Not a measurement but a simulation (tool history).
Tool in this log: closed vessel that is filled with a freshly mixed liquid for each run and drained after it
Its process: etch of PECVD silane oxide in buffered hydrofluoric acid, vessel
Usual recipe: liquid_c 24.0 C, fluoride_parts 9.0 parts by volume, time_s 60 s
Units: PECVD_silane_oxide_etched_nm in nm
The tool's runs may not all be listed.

| run | hour | liquid_c | fluoride_parts | time_s | wafers since the last listed run | hours since the thermometer was replaced | hours since the hydrofluoric acid flow meter was replaced | hours since the gauge calibration | read-back film thickness of the PECVD silane oxide reference wafer, read on the same gauge (nm) | PECVD_silane_oxide_etched_nm |
|---|---|---|---|---|---|---|---|---|---|---|
| 1 | 0.0 | 21.0 | 9.0 | 60 | 0 | 2733.1 | 263.3 | 129.4 | 29.98 | 62.30 |
| 2 | 11.2 | 21.0 | 9.0 | 60 | 876 | 2744.3 | 274.5 | 140.6 | 30.03 | 62.70 |
| 3 | 26.5 | 21.0 | 9.0 | 60 | 1197 | 2759.6 | 289.8 | 155.9 | 29.97 | 62.39 |
| 4 | 69.0 | 24.0 | 9.0 | 60 | 3326 | 2802.1 | 332.3 | 198.4 | 29.96 | 73.72 |
| 5 | 105.1 | 24.0 | 9.0 | 60 | 2825 | 2838.2 | 368.4 | 234.5 | 29.99 | 73.42 |
| 6 | 113.9 | 24.0 | 9.0 | 60 | 688 | 2847.0 | 377.2 | 243.3 | 30.02 | 73.16 |
| 7 | 124.9 | 24.0 | 9.0 | 60 | 860 | 2858.0 | 388.2 | 254.3 | 30.00 | 72.96 |
|  | 125.1 | gauge calibrated |
| 8 | 135.9 | 24.0 | 9.0 | 60 | 860 | 2869.0 | 399.2 | 10.8 | 30.00 | 73.35 |
| 9 | 167.8 | 24.0 | 9.0 | 60 | 2496 | 2900.9 | 431.1 | 42.7 | 29.98 | 72.70 |
| 10 | 179.5 | 24.0 | 9.0 | 60 | 915 | 2912.6 | 442.8 | 54.4 | 30.01 | 72.74 |
| 11 | 187.1 | 24.0 | 9.0 | 60 | 594 | 2920.2 | 450.4 | 62.0 | 29.99 | 72.54 |
| 12 | 196.5 | 24.0 | 9.0 | 60 | 735 | 2929.6 | 459.8 | 71.4 | 30.02 | 72.24 |
| 13 | 203.4 | 24.0 | 9.0 | 60 | 539 | 2936.5 | 466.7 | 78.3 | 30.01 | 72.12 |
|  | 214.9 | thermometer replaced |
| 14 | 218.2 | 20.5 | 9.0 | 60 | 1079 | 3.3 | 481.5 | 93.1 | 29.97 | 67.79 |
| 15 | 228.6 | 24.0 | 12.5 | 60 | 813 | 13.7 | 491.9 | 103.5 | 30.01 | 60.78 |
|  | 233.4 | hydrofluoric acid flow meter replaced |
| 16 | 237.4 | 24.0 | 9.0 | 60 | 610 | 22.5 | 4.0 | 112.3 | 29.99 | 86.03 |
| 17 | 249.6 | 24.0 | 9.0 | 60 | 954 | 34.7 | 16.2 | 124.5 | 30.01 | 86.07 |
| 18 | 264.1 | 24.0 | 9.0 | 60 | 1134 | 49.2 | 30.7 | 139.0 | 29.99 | 85.18 |
| 19 | 278.9 | 25.5 | 9.0 | 75 | 1158 | 64.0 | 45.5 | 153.8 | 30.05 | 115.75 |
| 20 | 285.3 | 21.5 | 9.0 | 70 | 500 | 70.4 | 51.9 | 160.2 | 30.03 | 87.25 |
| 21 | 293.4 | 24.0 | 9.0 | 75 | 633 | 78.5 | 60.0 | 168.3 | 29.99 | 106.60 |
| 22 | 305.7 | 24.0 | 9.0 | 60 | 962 | 90.8 | 72.3 | 180.6 | 29.98 | 85.20 |
| 23 | 317.8 | 21.5 | 10.5 | 90 | 946 | 102.9 | 84.4 | 192.7 | 30.02 | 98.23 |
| 24 | 334.9 | 24.0 | 12.5 | 80 | 1338 | 120.0 | 101.5 | 209.8 | 29.97 | 84.89 |
|  | 344.8 | gauge calibrated |
| 25 | 347.6 | 24.0 | 11.5 | 45 | 993 | 132.7 | 114.2 | 2.8 | 30.00 | 51.21 |
| 26 | 358.7 | 24.0 | 9.0 | 80 | 868 | 143.8 | 125.3 | 13.9 | 30.03 | 112.20 |
| 27 | 370.4 | 24.0 | 9.0 | 60 | 915 | 155.5 | 137.0 | 25.6 | 30.02 | 84.89 |
| 28 | 388.1 | 24.0 | 7.5 | 85 | 1385 | 173.2 | 154.7 | 43.3 | 29.99 | 144.46 |

Forecast each of these 4 alternatives for the next run:
| A | 388.8 | 24.0 | 9.0 | 60 | 54 | 173.9 | 155.4 | 44.0 | ? | ? |
| B | 388.8 | 27.0 | 5.5 | 90 | 54 | 173.9 | 155.4 | 44.0 | ? | ? |
| C | 388.8 | 20.0 | 9.0 | 35 | 54 | 173.9 | 155.4 | 44.0 | ? | ? |
| D | 388.8 | 24.0 | 9.0 | 85 | 54 | 173.9 | 155.4 | 44.0 | ? | ? |

| run | read-back film thickness of the PECVD silane oxide reference wafer, read on the same gauge (nm) | PECVD_silane_oxide_etched_nm |
|---|---|---|
| A | 30.01 | 84.87 |
| B | 30.01 | 240.33 |
| C | 30.01 | 39.68 |
| D | 30.01 | 120.23 |
With the hidden condition removed and each run's random variation left untouched, the same runs would have given:
| run | PECVD_silane_oxide_etched_nm |
|---|---|
| A | 87.56 |
| B | 249.28 |
| C | 40.95 |
| D | 124.04 |
